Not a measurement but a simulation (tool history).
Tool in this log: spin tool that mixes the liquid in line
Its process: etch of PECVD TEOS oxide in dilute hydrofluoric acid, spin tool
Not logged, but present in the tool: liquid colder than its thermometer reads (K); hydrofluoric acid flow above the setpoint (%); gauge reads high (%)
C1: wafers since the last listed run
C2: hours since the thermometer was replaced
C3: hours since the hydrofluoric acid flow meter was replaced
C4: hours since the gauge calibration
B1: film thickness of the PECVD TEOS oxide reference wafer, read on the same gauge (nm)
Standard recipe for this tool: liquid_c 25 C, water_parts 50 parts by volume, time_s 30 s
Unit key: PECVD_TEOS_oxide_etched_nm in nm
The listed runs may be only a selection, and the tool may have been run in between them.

Run 1, hour 0: usual settings; C1 0; C2 1716.1; C3 1196.1; C4 501.1; B1 150.01. Result: PECVD_TEOS_oxide_etched_nm 6.18 nm.
Run 2, hour 44.2: usual settings but liquid_c 27 C; C1 368; C2 1760.3; C3 1240.3; C4 545.3; B1 150.01. Result: PECVD_TEOS_oxide_etched_nm 6.78 nm.
At hour 50.7: gauge calibrated.
Run 3, hour 83.6: usual settings; C1 328; C2 1799.7; C3 1279.7; C4 32.9; B1 150.02. Result: PECVD_TEOS_oxide_etched_nm 6.23 nm.
Run 4, hour 133.3: usual settings; C1 414; C2 1849.4; C3 1329.4; C4 82.6; B1 149.99. Result: PECVD_TEOS_oxide_etched_nm 6.24 nm.
Run 5, hour 196.3: usual settings but time_s 25 s; C1 525; C2 1912.4; C3 1392.4; C4 145.6; B1 149.99. Result: PECVD_TEOS_oxide_etched_nm 5.23 nm.
Run 6, hour 229.1: usual settings; C1 273; C2 1945.2; C3 1425.2; C4 178.4; B1 150.03. Result: PECVD_TEOS_oxide_etched_nm 6.35 nm.
Run 7, hour 275.8: usual settings; C1 389; C2 1991.9; C3 1471.9; C4 225.1; B1 149.99. Result: PECVD_TEOS_oxide_etched_nm 6.22 nm.
Run 8, hour 313.7: usual settings but liquid_c 24 C, time_s 15 s; C1 316; C2 2029.8; C3 1509.8; C4 263; B1 150. Result: PECVD_TEOS_oxide_etched_nm 2.98 nm.
Run 9, hour 348.6: usual settings but liquid_c 24 C, time_s 15 s; C1 291; C2 2064.7; C3 1544.7; C4 297.9; B1 150.03. Result: PECVD_TEOS_oxide_etched_nm 3.01 nm.
Run 10, hour 381.6: usual settings but liquid_c 28.5 C, water_parts 70 parts by volume, time_s 35 s; C1 275; C2 2097.7; C3 1577.7; C4 330.9; B1 149.99. Result: PECVD_TEOS_oxide_etched_nm 5.78 nm.
Run 11, hour 437.8: usual settings; C1 468; C2 2153.9; C3 1633.9; C4 387.1; B1 149.97. Result: PECVD_TEOS_oxide_etched_nm 6.37 nm.
Run 12, hour 490.6: usual settings but liquid_c 22.5 C, water_parts 35 parts by volume; C1 440; C2 2206.7; C3 1686.7; C4 439.9; B1 150. Result: PECVD_TEOS_oxide_etched_nm 8.11 nm.
Run 13, hour 556: usual settings but liquid_c 28 C, water_parts 30 parts by volume, time_s 20 s; C1 545; C2 2272.1; C3 1752.1; C4 505.3; B1 150.05. Result: PECVD_TEOS_oxide_etched_nm 8.12 nm.
At hour 566.5: thermometer replaced.
Run 14, hour 602.1: usual settings but liquid_c 29.5 C, water_parts 65 parts by volume, time_s 15 s; C1 376; C2 35.6; C3 1798.2; C4 551.4; B1 150.05. Result: PECVD_TEOS_oxide_etched_nm 3.17 nm.
At hour 633.3: hydrofluoric acid flow meter replaced.
Run 15, hour 650.8: usual settings but liquid_c 28.5 C, water_parts 65 parts by volume; C1 397; C2 84.3; C3 17.5; C4 600.1; B1 150.03. Result: PECVD_TEOS_oxide_etched_nm 5.52 nm.
At hour 669.1: gauge calibrated.
Run 16, hour 709.6: usual settings but liquid_c 26.5 C, time_s 50 s; C1 490; C2 143.1; C3 76.3; C4 40.5; B1 150.03. Result: PECVD_TEOS_oxide_etched_nm 11.31 nm.
Run 17, hour 748.6: usual settings; C1 325; C2 182.1; C3 115.3; C4 79.5; B1 149.98. Result: PECVD_TEOS_oxide_etched_nm 6.43 nm.
Run 18, hour 814.4: usual settings but liquid_c 28.5 C; C1 548; C2 247.9; C3 181.1; C4 145.3; B1 149.97. Result: PECVD_TEOS_oxide_etched_nm 7.37 nm.
Run 19, hour 869.2: usual settings but liquid_c 28 C, water_parts 75 parts by volume, time_s 35 s; C1 457; C2 302.7; C3 235.9; C4 200.1; B1 150.02. Result: PECVD_TEOS_oxide_etched_nm 5.47 nm.

What if the next run were any one of these 4? Each begins from the tool's condition after run 19:
Run A, hour 869.6: usual settings but water_parts 25 parts by volume; C1 3; C2 303.1; C3 236.3; C4 200.5; B1 ?. Result: PECVD_TEOS_oxide_etched_nm ?.
Run B, hour 869.6: usual settings but water_parts 75 parts by volume, time_s 45 s; C1 3; C2 303.1; C3 236.3; C4 200.5; B1 ?. Result: PECVD_TEOS_oxide_etched_nm ?.
Run C, hour 869.6: usual settings but water_parts 40 parts by volume; C1 3; C2 303.1; C3 236.3; C4 200.5; B1 ?. Result: PECVD_TEOS_oxide_etched_nm ?.
Run D, hour 869.6: usual settings but liquid_c 28 C, time_s 40 s; C1 3; C2 303.1; C3 236.3; C4 200.5; B1 ?. Result: PECVD_TEOS_oxide_etched_nm ?.

run      B1  PECVD_TEOS_oxide_etched_nm
  A  149.99                       13.27
  B  149.99                        6.22
  C  149.99                        8.13
  D  149.99                        9.68
With no hidden state in the tool, these same runs would have given:
run  PECVD_TEOS_oxide_etched_nm
  A                       13.04
  B                        6.09
  C                        7.98
  D                        9.48

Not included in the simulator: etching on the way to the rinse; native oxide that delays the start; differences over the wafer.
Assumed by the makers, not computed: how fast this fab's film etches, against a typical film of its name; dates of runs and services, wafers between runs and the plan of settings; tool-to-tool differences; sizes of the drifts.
